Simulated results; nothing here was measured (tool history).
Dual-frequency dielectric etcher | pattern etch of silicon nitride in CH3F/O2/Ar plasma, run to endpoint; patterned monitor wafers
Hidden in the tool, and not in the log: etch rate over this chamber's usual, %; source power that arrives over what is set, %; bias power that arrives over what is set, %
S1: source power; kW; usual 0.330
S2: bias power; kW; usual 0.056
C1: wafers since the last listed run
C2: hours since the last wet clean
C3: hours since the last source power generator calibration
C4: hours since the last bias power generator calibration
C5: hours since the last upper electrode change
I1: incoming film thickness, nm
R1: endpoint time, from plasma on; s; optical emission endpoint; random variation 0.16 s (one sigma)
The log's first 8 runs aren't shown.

run 9 hour=139.5 | S1=0.330 S2=0.056 | C1=145 C2=171.4 C3=3393.5 C4=3934.5 C5=3020.9 | I1=28.63 | R1=52.8
run 10 hour=152.6 | S1=0.330 S2=0.056 | C1=126 C2=184.5 C3=3406.6 C4=3947.6 C5=3034.0 | I1=28.64 | R1=52.1
run 11 hour=159.9 | S1=0.330 S2=0.056 | C1=70 C2=191.8 C3=3413.9 C4=3954.9 C5=3041.3 | I1=28.50 | R1=51.9
-- hour=186.0 upper electrode replaced
run 12 hour=186.5 | S1=0.360 S2=0.056 | C1=25 C2=218.4 C3=3440.5 C4=3981.5 C5=0.5 | I1=28.78 | R1=51.5
run 13 hour=186.9 | S1=0.330 S2=0.056 | C1=3 C2=218.8 C3=3440.9 C4=3981.9 C5=0.9 | I1=28.99 | R1=53.1
run 14 hour=193.5 | S1=0.330 S2=0.047 | C1=63 C2=225.4 C3=3447.5 C4=3988.5 C5=7.5 | I1=28.50 | R1=56.6
run 15 hour=203.7 | S1=0.330 S2=0.056 | C1=98 C2=235.6 C3=3457.7 C4=3998.7 C5=17.7 | I1=28.67 | R1=52.2
run 16 hour=214.4 | S1=0.330 S2=0.056 | C1=103 C2=246.3 C3=3468.4 C4=4009.4 C5=28.4 | I1=28.89 | R1=52.6
-- hour=227.6 bias power generator calibrated
run 17 hour=229.4 | S1=0.330 S2=0.056 | C1=106 C2=261.3 C3=3483.4 C4=1.8 C5=43.4 | I1=28.36 | R1=51.7
run 18 hour=243.3 | S1=0.360 S2=0.045 | C1=134 C2=275.2 C3=3497.3 C4=15.7 C5=57.3 | I1=28.84 | R1=56.9
run 19 hour=254.5 | S1=0.360 S2=0.067 | C1=108 C2=286.4 C3=3508.5 C4=26.9 C5=68.5 | I1=28.49 | R1=46.3
run 20 hour=265.0 | S1=0.330 S2=0.065 | C1=101 C2=296.9 C3=3519.0 C4=37.4 C5=79.0 | I1=28.62 | R1=48.2
run 21 hour=314.7 | S1=0.360 S2=0.062 | C1=480 C2=346.6 C3=3568.7 C4=87.1 C5=128.7 | I1=28.61 | R1=47.9
-- hour=321.2 source power generator calibrated
-- hour=339.6 wet clean of the chamber
run 22 hour=340.1 | S1=0.400 S2=0.063 | C1=29 C2=0.5 C3=18.9 C4=112.5 C5=154.1 | I1=28.64 | R1=47.6
run 23 hour=340.4 | S1=0.400 S2=0.046 | C1=2 C2=0.8 C3=19.2 C4=112.8 C5=154.4 | I1=28.52 | R1=55.0
run 24 hour=351.6 | S1=0.330 S2=0.045 | C1=108 C2=12.0 C3=30.4 C4=124.0 C5=165.6 | I1=28.46 | R1=57.8
run 25 hour=370.4 | S1=0.330 S2=0.056 | C1=181 C2=30.8 C3=49.2 C4=142.8 C5=184.4 | I1=28.97 | R1=53.3
run 26 hour=379.3 | S1=0.280 S2=0.063 | C1=86 C2=39.7 C3=58.1 C4=151.7 C5=193.3 | I1=28.63 | R1=51.7
run 27 hour=395.5 | S1=0.290 S2=0.056 | C1=156 C2=55.9 C3=74.3 C4=167.9 C5=209.5 | I1=28.71 | R1=54.3
run 28 hour=404.2 | S1=0.310 S2=0.056 | C1=84 C2=64.6 C3=83.0 C4=176.6 C5=218.2 | I1=28.72 | R1=53.6
run 29 hour=418.0 | S1=0.330 S2=0.056 | C1=133 C2=78.4 C3=96.8 C4=190.4 C5=232.0 | I1=28.80 | R1=52.3
run 30 hour=426.7 | S1=0.270 S2=0.064 | C1=84 C2=87.1 C3=105.5 C4=199.1 C5=240.7 | I1=28.73 | R1=51.7

3 ways to go on from here, each from the tool as it stands after run 30. What would each give?
run A hour=427.1 | S1=0.270 S2=0.056 | C1=3 C2=87.5 C3=105.9 C4=199.5 C5=241.1 | I1=28.61 | R1=?
run B hour=427.1 | S1=0.280 S2=0.060 | C1=3 C2=87.5 C3=105.9 C4=199.5 C5=241.1 | I1=28.61 | R1=?
run C hour=427.1 | S1=0.280 S2=0.068 | C1=3 C2=87.5 C3=105.9 C4=199.5 C5=241.1 | I1=28.61 | R1=?

run=A R1=54.5
run=B R1=52.3
run=C R1=49.3
Without the tool's hidden state the same runs would have given:
run=A R1=55.2
run=B R1=52.9
run=C R1=49.9
